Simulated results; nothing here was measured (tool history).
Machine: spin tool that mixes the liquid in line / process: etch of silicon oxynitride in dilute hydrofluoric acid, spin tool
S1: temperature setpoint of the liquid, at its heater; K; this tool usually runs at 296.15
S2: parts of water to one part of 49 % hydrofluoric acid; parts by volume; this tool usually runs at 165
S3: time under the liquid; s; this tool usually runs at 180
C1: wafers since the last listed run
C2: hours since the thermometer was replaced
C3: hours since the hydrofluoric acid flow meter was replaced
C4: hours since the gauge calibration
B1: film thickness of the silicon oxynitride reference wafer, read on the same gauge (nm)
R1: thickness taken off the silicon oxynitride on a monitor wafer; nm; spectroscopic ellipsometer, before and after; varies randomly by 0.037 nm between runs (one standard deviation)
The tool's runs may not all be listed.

{"run": 1, "hour": 0.0, "S1": 296.15, "S2": 165, "S3": 180, "C1": 0, "C2": 46.3, "C3": 486.1, "C4": 828.2, "B1": 59.995, "R1": 2.002}
{"run": 2, "hour": 67.0, "S1": 296.15, "S2": 165, "S3": 180, "C1": 535, "C2": 113.3, "C3": 553.1, "C4": 895.2, "B1": 60.014, "R1": 2.066}
{"run": 3, "hour": 148.9, "S1": 296.15, "S2": 165, "S3": 180, "C1": 654, "C2": 195.2, "C3": 635, "C4": 977.1, "B1": 59.966, "R1": 2.019}
{"run": 4, "hour": 190.2, "S1": 296.15, "S2": 165, "S3": 100, "C1": 330, "C2": 236.5, "C3": 676.3, "C4": 1018.4, "B1": 60.008, "R1": 1.146}
{"run": 5, "hour": 229.1, "S1": 296.15, "S2": 165, "S3": 180, "C1": 310, "C2": 275.4, "C3": 715.2, "C4": 1057.3, "B1": 60.005, "R1": 2.052}
{"run": 6, "hour": 293.9, "S1": 296.15, "S2": 165, "S3": 180, "C1": 517, "C2": 340.2, "C3": 780, "C4": 1122.1, "B1": 60.023, "R1": 2.101}
{"run": 7, "hour": 339.5, "S1": 296.15, "S2": 115, "S3": 180, "C1": 364, "C2": 385.8, "C3": 825.6, "C4": 1167.7, "B1": 60.028, "R1": 3.099}
{"run": 8, "hour": 369.0, "S1": 296.15, "S2": 115, "S3": 180, "C1": 235, "C2": 415.3, "C3": 855.1, "C4": 1197.2, "B1": 59.999, "R1": 3.149}
{"run": 9, "hour": 420.2, "S1": 296.15, "S2": 115, "S3": 180, "C1": 409, "C2": 466.5, "C3": 906.3, "C4": 1248.4, "B1": 60.008, "R1": 3.149}
{"hour": 436.0, "done": "gauge calibrated"}
{"hour": 455.2, "done": "thermometer replaced"}
{"run": 10, "hour": 468.5, "S1": 296.15, "S2": 165, "S3": 180, "C1": 377, "C2": 13.3, "C3": 954.6, "C4": 32.5, "B1": 60.002, "R1": 1.936}
{"run": 11, "hour": 505.3, "S1": 296.15, "S2": 165, "S3": 180, "C1": 294, "C2": 50.1, "C3": 991.4, "C4": 69.3, "B1": 60.019, "R1": 1.909}
{"run": 12, "hour": 554.4, "S1": 296.15, "S2": 165, "S3": 180, "C1": 392, "C2": 99.2, "C3": 1040.5, "C4": 118.4, "B1": 60.028, "R1": 1.922}
{"run": 13, "hour": 610.9, "S1": 294.65, "S2": 165, "S3": 265, "C1": 451, "C2": 155.7, "C3": 1097, "C4": 174.9, "B1": 60.038, "R1": 2.702}
{"run": 14, "hour": 658.3, "S1": 296.15, "S2": 165, "S3": 240, "C1": 378, "C2": 203.1, "C3": 1144.4, "C4": 222.3, "B1": 60.02, "R1": 2.613}
{"run": 15, "hour": 708.2, "S1": 296.15, "S2": 115, "S3": 180, "C1": 398, "C2": 253, "C3": 1194.3, "C4": 272.2, "B1": 59.943, "R1": 2.933}
{"run": 16, "hour": 737.8, "S1": 294.65, "S2": 95, "S3": 180, "C1": 236, "C2": 282.6, "C3": 1223.9, "C4": 301.8, "B1": 59.973, "R1": 3.47}
{"run": 17, "hour": 792.8, "S1": 298.65, "S2": 165, "S3": 130, "C1": 439, "C2": 337.6, "C3": 1278.9, "C4": 356.8, "B1": 59.98, "R1": 1.631}

Forecast run 18:
{"run": 18, "hour": 852.6, "S1": 296.15, "S2": 90, "S3": 260, "C1": 477, "C2": 397.4, "C3": 1338.7, "C4": 416.6, "B1": "?", "R1": "?"}

Run 18 yielded B1 59.993, R1 5.843 nm.
Had the tool carried no hidden state, the very same run would have given R1 5.965 nm.

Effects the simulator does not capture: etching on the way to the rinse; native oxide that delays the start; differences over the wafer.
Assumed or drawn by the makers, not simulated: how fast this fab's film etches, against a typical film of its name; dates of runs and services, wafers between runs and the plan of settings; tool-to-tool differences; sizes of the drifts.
